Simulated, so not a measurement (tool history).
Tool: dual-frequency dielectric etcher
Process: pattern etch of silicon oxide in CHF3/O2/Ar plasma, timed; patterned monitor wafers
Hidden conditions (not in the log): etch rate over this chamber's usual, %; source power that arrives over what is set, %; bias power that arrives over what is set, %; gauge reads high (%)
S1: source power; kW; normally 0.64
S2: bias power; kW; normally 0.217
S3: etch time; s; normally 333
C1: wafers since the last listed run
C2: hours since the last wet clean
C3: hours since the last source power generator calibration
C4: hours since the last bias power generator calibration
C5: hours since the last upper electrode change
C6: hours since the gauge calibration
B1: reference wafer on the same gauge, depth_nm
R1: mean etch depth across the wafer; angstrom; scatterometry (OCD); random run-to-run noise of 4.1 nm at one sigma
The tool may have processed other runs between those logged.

run 1 hour=0 | S1=0.64 S2=0.217 S3=269.5 | C1=0 C2=12.3 C3=4357.9 C4=1576.4 C5=5.6 C6=132.6 | B1=646 | R1=5289
run 2 hour=51.3 | S1=0.64 S2=0.217 S3=269.5 | C1=196 C2=63.6 C3=4409.2 C4=1627.7 C5=56.9 C6=183.9 | B1=645.2 | R1=5312
run 3 hour=58.7 | S1=0.64 S2=0.217 S3=269.5 | C1=28 C2=71 C3=4416.6 C4=1635.1 C5=64.3 C6=191.3 | B1=645.1 | R1=5412
run 4 hour=66.7 | S1=0.64 S2=0.217 S3=333 | C1=30 C2=79 C3=4424.6 C4=1643.1 C5=72.3 C6=199.3 | B1=644.8 | R1=6601
run 5 hour=75 | S1=0.55 S2=0.183 S3=393.5 | C1=31 C2=87.3 C3=4432.9 C4=1651.4 C5=80.6 C6=207.6 | B1=645.7 | R1=6720
run 6 hour=81.4 | S1=0.64 S2=0.217 S3=333 | C1=24 C2=93.7 C3=4439.3 C4=1657.8 C5=87 C6=214 | B1=645 | R1=6578
run 7 hour=98.4 | S1=0.68 S2=0.164 S3=333 | C1=65 C2=110.7 C3=4456.3 C4=1674.8 C5=104 C6=231 | B1=645.1 | R1=5976
run 8 hour=104.7 | S1=0.64 S2=0.234 S3=390 | C1=24 C2=117 C3=4462.6 C4=1681.1 C5=110.3 C6=237.3 | B1=645.1 | R1=8040
run 9 hour=115.8 | S1=0.6 S2=0.217 S3=301.5 | C1=42 C2=128.1 C3=4473.7 C4=1692.2 C5=121.4 C6=248.4 | B1=644.9 | R1=5745
run 10 hour=154.6 | S1=0.56 S2=0.251 S3=333 | C1=148 C2=166.9 C3=4512.5 C4=1731 C5=160.2 C6=287.2 | B1=644.4 | R1=6635
-- hour=169.4 source power generator calibrated
run 11 hour=169.9 | S1=0.64 S2=0.217 S3=333 | C1=43 C2=182.2 C3=0.5 C4=1746.3 C5=175.5 C6=302.5 | B1=644.3 | R1=6572
run 12 hour=180.4 | S1=0.64 S2=0.186 S3=411 | C1=40 C2=192.7 C3=11 C4=1756.8 C5=186 C6=313 | B1=645 | R1=7619
run 13 hour=186.6 | S1=0.64 S2=0.217 S3=359 | C1=23 C2=198.9 C3=17.2 C4=1763 C5=192.2 C6=319.2 | B1=645.3 | R1=7155
run 14 hour=197.7 | S1=0.64 S2=0.217 S3=291 | C1=42 C2=210 C3=28.3 C4=1774.1 C5=203.3 C6=330.3 | B1=645.3 | R1=5739
run 15 hour=205.3 | S1=0.69 S2=0.217 S3=333 | C1=29 C2=217.6 C3=35.9 C4=1781.7 C5=210.9 C6=337.9 | B1=643.4 | R1=6761
run 16 hour=214.8 | S1=0.79 S2=0.236 S3=333 | C1=36 C2=227.1 C3=45.4 C4=1791.2 C5=220.4 C6=347.4 | B1=644.3 | R1=7463
-- hour=223.5 bias power generator calibrated
run 17 hour=232.4 | S1=0.64 S2=0.217 S3=333 | C1=52 C2=244.7 C3=63 C4=8.9 C5=238 C6=365 | B1=644.7 | R1=6631
-- hour=235.8 gauge calibrated
run 18 hour=239.4 | S1=0.64 S2=0.263 S3=333 | C1=26 C2=251.7 C3=70 C4=15.9 C5=245 C6=3.6 | B1=646.5 | R1=7158
run 19 hour=250.7 | S1=0.64 S2=0.217 S3=333 | C1=43 C2=263 C3=81.3 C4=27.2 C5=256.3 C6=14.9 | B1=644.3 | R1=6568
run 20 hour=265.5 | S1=0.73 S2=0.259 S3=421 | C1=56 C2=277.8 C3=96.1 C4=42 C5=271.1 C6=29.7 | B1=644.3 | R1=9442
run 21 hour=281.9 | S1=0.64 S2=0.217 S3=333 | C1=62 C2=294.2 C3=112.5 C4=58.4 C5=287.5 C6=46.1 | B1=644.5 | R1=6546
run 22 hour=289.3 | S1=0.64 S2=0.217 S3=333 | C1=28 C2=301.6 C3=119.9 C4=65.8 C5=294.9 C6=53.5 | B1=643.6 | R1=6552
run 23 hour=302.3 | S1=0.58 S2=0.217 S3=333 | C1=49 C2=314.6 C3=132.9 C4=78.8 C5=307.9 C6=66.5 | B1=644.5 | R1=6319
run 24 hour=311.7 | S1=0.56 S2=0.217 S3=258.5 | C1=35 C2=324 C3=142.3 C4=88.2 C5=317.3 C6=75.9 | B1=644.5 | R1=4790
run 25 hour=323.6 | S1=0.51 S2=0.233 S3=333 | C1=45 C2=335.9 C3=154.2 C4=100.1 C5=329.2 C6=87.8 | B1=644.7 | R1=6219
run 26 hour=333.6 | S1=0.79 S2=0.217 S3=424.5 | C1=38 C2=345.9 C3=164.2 C4=110.1 C5=339.2 C6=97.8 | B1=644.6 | R1=9256
run 27 hour=345.7 | S1=0.64 S2=0.217 S3=380 | C1=46 C2=358 C3=176.3 C4=122.2 C5=351.3 C6=109.9 | B1=643.6 | R1=7514
run 28 hour=362.8 | S1=0.64 S2=0.217 S3=333 | C1=65 C2=375.1 C3=193.4 C4=139.3 C5=368.4 C6=127 | B1=645 | R1=6599
run 29 hour=377.8 | S1=0.72 S2=0.176 S3=377 | C1=57 C2=390.1 C3=208.4 C4=154.3 C5=383.4 C6=142 | B1=645.3 | R1=7193

The tool's hidden state at each run:
etch rate over this chamber's usual, %: 0 across all the runs
source power that arrives over what is set, %: 0 across all the runs
bias power that arrives over what is set, %: 0 across all the runs
gauge reads high (%): 0 across all the runs
